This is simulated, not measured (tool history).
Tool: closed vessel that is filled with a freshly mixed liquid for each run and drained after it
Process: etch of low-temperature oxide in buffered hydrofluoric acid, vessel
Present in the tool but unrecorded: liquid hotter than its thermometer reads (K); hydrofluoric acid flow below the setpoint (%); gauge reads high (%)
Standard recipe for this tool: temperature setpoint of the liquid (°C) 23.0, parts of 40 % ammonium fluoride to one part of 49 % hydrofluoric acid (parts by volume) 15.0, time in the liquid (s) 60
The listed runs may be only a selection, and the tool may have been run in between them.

run     day  temperature setpoint of the liquid (°C)  parts of 40 % ammonium fluoride to one part of 49 % hydrofluoric acid (parts by volume)  time in the liquid (s)  wafers since the last listed run  hours since the thermometer was replaced  hours since the hydrofluoric acid flow meter was replaced  hours since the gauge calibration  read-back film thickness of the low-temperature oxide reference wafer, read on the same gauge (nm)  thickness taken off the low-temperature oxide on a monitor wafer (nm)
  1   0.000                                     23.0                                                                                     15.0                      60                                 0                                     837.9                                                      229.8                                3.6                                                                                              120.01                                                                 163.04
  2   3.221                                     23.0                                                                                     15.0                      60                              5219                                     915.2                                                      307.1                               80.9                                                                                              120.05                                                                 163.34
  3   5.338                                     23.0                                                                                     15.0                      60                              3430                                     966.0                                                      357.9                              131.7                                                                                              119.99                                                                 162.10
  4   9.183                                     23.0                                                                                     18.0                      60                              6232                                    1058.3                                                      450.2                              224.0                                                                                              120.01                                                                 136.78
  5  11.158                                     23.0                                                                                     18.0                      60                              3200                                    1105.7                                                      497.6                              271.4                                                                                              120.01                                                                 136.61
     13.888  -- thermometer replaced
  6  16.704                                     23.0                                                                                     18.0                      60                              8920                                      67.6                                                      630.7                              404.5                                                                                              119.96                                                                 131.87
  7  20.142                                     23.0                                                                                     15.0                      60                              5570                                     150.1                                                      713.2                              487.0                                                                                              120.00                                                                 159.34
     27.150  -- hydrofluoric acid flow meter replaced
  8  29.338                                     23.0                                                                                     18.5                      40                             14835                                     370.8                                                       52.5                              707.7                                                                                              120.03                                                                  86.03
  9  32.933                                     23.0                                                                                     15.0                      60                              5827                                     457.1                                                      138.8                              794.0                                                                                              119.94                                                                 159.99
 10  34.462                                     23.0                                                                                     15.0                      60                              2478                                     493.8                                                      175.5                              830.7                                                                                              120.06                                                                 160.80
 11  38.150                                     21.5                                                                                     20.5                      45                              5976                                     582.3                                                      264.0                              919.2                                                                                              119.98                                                                  82.13
 12  39.750                                     20.5                                                                                     19.0                      40                              2593                                     620.7                                                      302.4                              957.6                                                                                              120.03                                                                  74.04
 13  43.975                                     20.5                                                                                     13.0                      90                              6847                                     722.1                                                      403.8                             1059.0                                                                                              119.94                                                                 241.54
 14  46.867                                     18.0                                                                                     12.5                      30                              4686                                     791.5                                                      473.2                             1128.4                                                                                              119.98                                                                  72.87
 15  49.204                                     23.0                                                                                     15.0                      30                              3788                                     847.6                                                      529.3                             1184.5                                                                                              120.00                                                                  81.14

What does the tool deliver on the next run?
 16  53.421                                     26.5                                                                                     15.0                      30                              6833                                     948.8                                                      630.5                             1285.7                                                                                                   ?                                                                      ?

{"run 16": {"read-back film thickness of the low-temperature oxide reference wafer, read on the same gauge (nm)": 119.99, "thickness taken off the low-temperature oxide on a monitor wafer (nm)": 97.39}}
With the hidden condition absent and the run-to-run variation left alone, this run would have shown thickness taken off the low-temperature oxide on a monitor wafer (nm) 94.96.
